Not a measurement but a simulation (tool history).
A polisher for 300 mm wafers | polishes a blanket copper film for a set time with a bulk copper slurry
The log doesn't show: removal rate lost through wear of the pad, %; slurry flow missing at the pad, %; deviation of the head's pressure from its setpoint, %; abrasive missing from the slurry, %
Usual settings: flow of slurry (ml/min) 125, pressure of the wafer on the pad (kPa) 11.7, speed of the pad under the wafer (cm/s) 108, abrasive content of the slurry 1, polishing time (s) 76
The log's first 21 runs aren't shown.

run	day	flow of slurry (ml/min)	pressure of the wafer on the pad (kPa)	speed of the pad under the wafer (cm/s)	abrasive content of the slurry	polishing time (s)	wafers since the last listed run	wafers polished on this pad	hours since the slurry nozzle was cleaned	hours since the head pressure was calibrated	hours since the slurry blender was calibrated	incoming thickness of the incoming film, nm	film removed (angstrom)
22	66.971	125	11.7	108	1	76	733	3692	601.7	314.2	451.6	4683.1	3840
# day 67.179: slurry nozzle cleaned
23	69.588	125	9.7	136	1	76	661	4354	57.8	377	514.4	4618.6	3981
# day 72.625: slurry blender recalibrated
24	72.646	125	11.7	108	1	76	764	5118	131.2	450.4	0.5	4676.3	3805
25	76.283	125	10.3	76	1	76	934	6052	218.5	537.7	87.8	4669.5	2262
26	77.804	125	14.5	108	0.85	92	390	6443	255	574.2	124.3	4568.7	5198
27	81.038	160	11.7	108	1	98	830	7273	332.6	651.8	201.9	4604	4936
# day 81.367: worn pad replaced by a new one
28	83.975	125	11.7	108	1	58	711	669	403.1	722.3	272.4	4646.6	2995
29	85.512	85	11.7	108	0.9	76	394	1064	440	759.2	309.3	4629.1	3348
# day 86.45: head pressure recalibrated
30	87.842	125	11.7	108	1	55	576	1641	495.9	33.4	365.2	4538.7	2836
# day 90.146: slurry nozzle cleaned
31	92.029	125	11.7	108	1	76	1064	2706	45.2	133.9	465.7	4573.6	3827

3 ways to go on from here, each from the tool as it stands after run 31. What would each give?
A	92.046	110	11.7	108	1	76	4	2710	45.6	134.3	466.1	4627.3	?
B	92.046	125	11.7	108	1.2	76	4	2710	45.6	134.3	466.1	4627.3	?
C	92.046	125	9	130	1	51	4	2710	45.6	134.3	466.1	4627.3	?

run	film removed (angstrom)
A	3714
B	4066
C	2366
Without the tool's hidden state the same runs would have given:
run	film removed (angstrom)
A	3763
B	4119
C	2397
